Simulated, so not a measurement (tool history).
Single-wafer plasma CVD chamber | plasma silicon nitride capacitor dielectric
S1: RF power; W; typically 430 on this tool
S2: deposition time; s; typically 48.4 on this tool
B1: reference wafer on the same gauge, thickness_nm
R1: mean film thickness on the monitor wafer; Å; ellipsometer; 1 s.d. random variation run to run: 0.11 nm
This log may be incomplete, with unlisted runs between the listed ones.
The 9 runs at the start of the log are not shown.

run	hour	S1	S2	B1	R1
10	102.1	430	48.4	82.306	686.36
11	115.9	430	48.4	82.291	685.11
12	128.8	415	52.6	82.301	736.56
13	138.9	430	48.4	82.287	684.81
14	146.7	430	48.4	82.256	685.65
15	157.6	430	48.4	82.284	685.97
# hour 182.1: showerhead replaced
16	182.6	430	48.4	82.293	683.96
17	187.6	430	48.4	82.331	685.81
18	202.6	430	48.4	82.276	685.67
19	214.2	430	48.4	82.3	686.36
20	229.4	430	55.3	82.273	785.09

What will run 21 give?
21	242.8	505	40.6	?	?

{"run 21": {"B1": 82.272, "R1": 603.51}}
If the tool had no hidden condition, the same run with the same run-to-run variation would have returned R1 621.3 Å.

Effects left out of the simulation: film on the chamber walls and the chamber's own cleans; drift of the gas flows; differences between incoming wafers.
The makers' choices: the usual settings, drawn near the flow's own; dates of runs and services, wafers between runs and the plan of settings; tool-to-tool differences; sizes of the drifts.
